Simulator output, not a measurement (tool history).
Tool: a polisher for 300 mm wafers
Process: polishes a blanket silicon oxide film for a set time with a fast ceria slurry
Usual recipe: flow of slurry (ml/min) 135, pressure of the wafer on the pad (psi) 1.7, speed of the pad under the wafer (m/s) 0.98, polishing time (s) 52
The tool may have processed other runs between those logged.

run	day	flow of slurry (ml/min)	pressure of the wafer on the pad (psi)	speed of the pad under the wafer (m/s)	polishing time (s)	incoming thickness of the incoming film, nm	film removed (angstrom)
1	0	135	1.7	0.98	52	2404	5110
2	1.967	135	1.7	0.98	52	2377.4	5068
3	3.517	135	1.7	0.98	52	2440.2	5101
4	5.571	135	1.7	0.98	52	2388	5015
5	9.883	150	1.4	0.98	52	2349.9	4085
6	12.638	135	1.7	0.98	52	2376.8	4891
# day 14.429: head pressure recalibrated
7	14.962	135	1.7	0.98	52	2377.4	4782
# day 15.396: worn pad replaced by a new one
8	18.3	135	1.7	0.98	52	2401	4965
9	21.433	105	1.7	0.98	57	2409.8	5040
# day 22.108: slurry nozzle cleaned
10	23.925	105	1.7	0.98	57	2389.3	5420
11	27.079	155	1.7	1.1	52	2392.6	5762
12	29.929	155	1.7	1.1	52	2402.7	5789
# day 38.412: worn pad replaced by a new one
# day 38.988: head pressure recalibrated
13	41.829	145	1.7	0.98	52	2434.5	5144
14	44.142	135	1.7	0.98	52	2426.5	5008
# day 46.425: slurry nozzle cleaned
15	48.458	135	1.7	0.98	52	2388.3	5102
16	50.567	135	1.7	0.98	52	2386.4	5091
17	53.071	135	1.7	0.98	52	2428.7	5056
# day 60.304: worn pad replaced by a new one
# day 62.675: head pressure recalibrated
18	64.896	135	1.7	0.98	52	2361.8	5108
19	66.412	175	1.7	0.98	68	2376.6	6829

What will run 20 give?
20	68.462	165	1.5	1.22	68	2379.8	?

Run 20 came out at film removed (angstrom) 7305.
Minus the tool's unlogged condition, the same run would have read film removed (angstrom) 7559.
